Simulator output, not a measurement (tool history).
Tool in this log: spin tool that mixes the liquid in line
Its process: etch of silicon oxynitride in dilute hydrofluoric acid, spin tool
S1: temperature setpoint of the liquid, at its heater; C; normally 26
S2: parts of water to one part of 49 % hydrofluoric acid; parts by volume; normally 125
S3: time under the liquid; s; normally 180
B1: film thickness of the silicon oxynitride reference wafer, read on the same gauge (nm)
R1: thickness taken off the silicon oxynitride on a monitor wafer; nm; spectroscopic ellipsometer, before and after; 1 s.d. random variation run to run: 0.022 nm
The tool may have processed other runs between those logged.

run	day	S1	S2	S3	B1	R1
1	0	26	110	180	129.983	4.546
2	0.258	26	110	180	130.013	4.551
3	0.679	26	110	180	130.006	4.591
4	1.346	26	125	180	129.982	4.036
5	1.896	26	125	235	130.005	5.223
6	2.246	26	125	235	129.986	5.204
7	2.662	26	125	180	130.018	4.021
# day 2.812: thermometer replaced
8	2.938	26	125	180	130.007	4.015
9	3.554	26	125	180	130.002	4.004

Estimate the outcome of run 10 from the log above:
10	4.246	26	125	180	?	?

For run 10 the tool returned B1 129.982, R1 4.042 nm.
Were there no unlogged condition in the tool, this run, its random variation unchanged, would have produced R1 3.513 nm.

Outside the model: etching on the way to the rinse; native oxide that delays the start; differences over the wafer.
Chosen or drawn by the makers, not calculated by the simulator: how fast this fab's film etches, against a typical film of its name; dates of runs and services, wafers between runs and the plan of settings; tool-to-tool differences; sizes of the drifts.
